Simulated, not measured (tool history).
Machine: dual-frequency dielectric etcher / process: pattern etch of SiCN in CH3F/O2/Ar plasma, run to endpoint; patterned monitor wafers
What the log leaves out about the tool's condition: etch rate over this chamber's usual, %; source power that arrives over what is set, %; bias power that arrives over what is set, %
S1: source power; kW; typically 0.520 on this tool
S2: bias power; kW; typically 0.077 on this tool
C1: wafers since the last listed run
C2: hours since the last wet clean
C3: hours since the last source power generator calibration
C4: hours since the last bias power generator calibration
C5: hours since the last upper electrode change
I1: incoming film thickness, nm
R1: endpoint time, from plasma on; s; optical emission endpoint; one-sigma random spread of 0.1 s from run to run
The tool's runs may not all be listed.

run 1 hour=0.0 | S1=0.520 S2=0.077 | C1=0 C2=206.1 C3=4600.5 C4=2487.9 C5=2349.3 | I1=11.85 | R1=26.5
run 2 hour=13.6 | S1=0.520 S2=0.077 | C1=233 C2=219.7 C3=4614.1 C4=2501.5 C5=2362.9 | I1=11.92 | R1=26.7
run 3 hour=23.4 | S1=0.520 S2=0.077 | C1=168 C2=229.5 C3=4623.9 C4=2511.3 C5=2372.7 | I1=11.80 | R1=26.6
run 4 hour=35.5 | S1=0.520 S2=0.077 | C1=207 C2=241.6 C3=4636.0 C4=2523.4 C5=2384.8 | I1=11.92 | R1=27.1
run 5 hour=48.0 | S1=0.520 S2=0.077 | C1=214 C2=254.1 C3=4648.5 C4=2535.9 C5=2397.3 | I1=11.99 | R1=27.0
run 6 hour=64.8 | S1=0.520 S2=0.077 | C1=288 C2=270.9 C3=4665.3 C4=2552.7 C5=2414.1 | I1=11.96 | R1=27.1
run 7 hour=72.0 | S1=0.570 S2=0.077 | C1=123 C2=278.1 C3=4672.5 C4=2559.9 C5=2421.3 | I1=11.92 | R1=26.3
run 8 hour=83.4 | S1=0.570 S2=0.077 | C1=195 C2=289.5 C3=4683.9 C4=2571.3 C5=2432.7 | I1=11.77 | R1=25.8
run 9 hour=92.6 | S1=0.520 S2=0.073 | C1=158 C2=298.7 C3=4693.1 C4=2580.5 C5=2441.9 | I1=11.86 | R1=27.2
run 10 hour=107.8 | S1=0.520 S2=0.077 | C1=261 C2=313.9 C3=4708.3 C4=2595.7 C5=2457.1 | I1=11.89 | R1=27.2
run 11 hour=124.7 | S1=0.450 S2=0.077 | C1=290 C2=330.8 C3=4725.2 C4=2612.6 C5=2474.0 | I1=11.93 | R1=28.5
run 12 hour=131.5 | S1=0.450 S2=0.077 | C1=116 C2=337.6 C3=4732.0 C4=2619.4 C5=2480.8 | I1=11.96 | R1=28.5
run 13 hour=146.6 | S1=0.470 S2=0.087 | C1=259 C2=352.7 C3=4747.1 C4=2634.5 C5=2495.9 | I1=11.97 | R1=27.9
run 14 hour=160.7 | S1=0.470 S2=0.087 | C1=242 C2=366.8 C3=4761.2 C4=2648.6 C5=2510.0 | I1=11.91 | R1=27.5
run 15 hour=173.0 | S1=0.520 S2=0.077 | C1=211 C2=379.1 C3=4773.5 C4=2660.9 C5=2522.3 | I1=11.87 | R1=27.2
run 16 hour=214.9 | S1=0.520 S2=0.077 | C1=719 C2=421.0 C3=4815.4 C4=2702.8 C5=2564.2 | I1=11.96 | R1=27.3
run 17 hour=229.4 | S1=0.520 S2=0.077 | C1=249 C2=435.5 C3=4829.9 C4=2717.3 C5=2578.7 | I1=11.76 | R1=26.9
run 18 hour=238.8 | S1=0.520 S2=0.077 | C1=161 C2=444.9 C3=4839.3 C4=2726.7 C5=2588.1 | I1=11.95 | R1=27.7
-- hour=268.2 upper electrode replaced
run 19 hour=268.7 | S1=0.520 S2=0.077 | C1=101 C2=474.8 C3=4869.2 C4=2756.6 C5=0.5 | I1=11.96 | R1=27.5
run 20 hour=269.0 | S1=0.560 S2=0.084 | C1=5 C2=475.1 C3=4869.5 C4=2756.9 C5=0.8 | I1=11.88 | R1=26.4
-- hour=275.1 bias power generator calibrated
-- hour=291.3 source power generator calibrated
-- hour=302.8 wet clean of the chamber
run 21 hour=303.3 | S1=0.520 S2=0.066 | C1=253 C2=0.5 C3=12.0 C4=28.2 C5=35.1 | I1=11.93 | R1=27.4
run 22 hour=303.7 | S1=0.560 S2=0.068 | C1=6 C2=0.9 C3=12.4 C4=28.6 C5=35.5 | I1=11.98 | R1=26.7
run 23 hour=308.3 | S1=0.520 S2=0.090 | C1=79 C2=5.5 C3=17.0 C4=33.2 C5=40.1 | I1=11.87 | R1=25.8
run 24 hour=326.3 | S1=0.460 S2=0.067 | C1=309 C2=23.5 C3=35.0 C4=51.2 C5=58.1 | I1=11.96 | R1=28.7
run 25 hour=332.8 | S1=0.520 S2=0.077 | C1=111 C2=30.0 C3=41.5 C4=57.7 C5=64.6 | I1=11.91 | R1=26.9
run 26 hour=344.8 | S1=0.480 S2=0.082 | C1=206 C2=42.0 C3=53.5 C4=69.7 C5=76.6 | I1=11.90 | R1=27.1
run 27 hour=351.3 | S1=0.520 S2=0.077 | C1=111 C2=48.5 C3=60.0 C4=76.2 C5=83.1 | I1=11.81 | R1=26.4
run 28 hour=362.8 | S1=0.640 S2=0.077 | C1=197 C2=60.0 C3=71.5 C4=87.7 C5=94.6 | I1=11.99 | R1=25.1
run 29 hour=376.0 | S1=0.560 S2=0.059 | C1=226 C2=73.2 C3=84.7 C4=100.9 C5=107.8 | I1=11.94 | R1=27.3
run 30 hour=392.6 | S1=0.430 S2=0.070 | C1=285 C2=89.8 C3=101.3 C4=117.5 C5=124.4 | I1=11.93 | R1=29.1
run 31 hour=403.7 | S1=0.480 S2=0.083 | C1=190 C2=100.9 C3=112.4 C4=128.6 C5=135.5 | I1=12.05 | R1=27.5
run 32 hour=411.9 | S1=0.560 S2=0.077 | C1=140 C2=109.1 C3=120.6 C4=136.8 C5=143.7 | I1=11.88 | R1=26.2
run 33 hour=419.8 | S1=0.520 S2=0.077 | C1=135 C2=117.0 C3=128.5 C4=144.7 C5=151.6 | I1=11.85 | R1=26.8
run 34 hour=430.2 | S1=0.550 S2=0.095 | C1=178 C2=127.4 C3=138.9 C4=155.1 C5=162.0 | I1=11.86 | R1=25.5

What differs in the tool's unlogged condition from the final listed run ahead of each entry between runs to the first listed run following it?
After run 18, before run 19: upper electrode replaced (hour 268.2)
  etch rate over this chamber's usual, %: -3.18 -> -3.44
  measured less the result without the state, R1: +0.9 -> +0.9 s
After run 20, before run 21: bias power generator calibrated (hour 275.1); source power generator calibrated (hour 291.3); wet clean of the chamber (hour 302.8)
  etch rate over this chamber's usual, %: -3.44 -> -0.456
  measured less the result without the state, R1: +0.9 -> +0.1 s
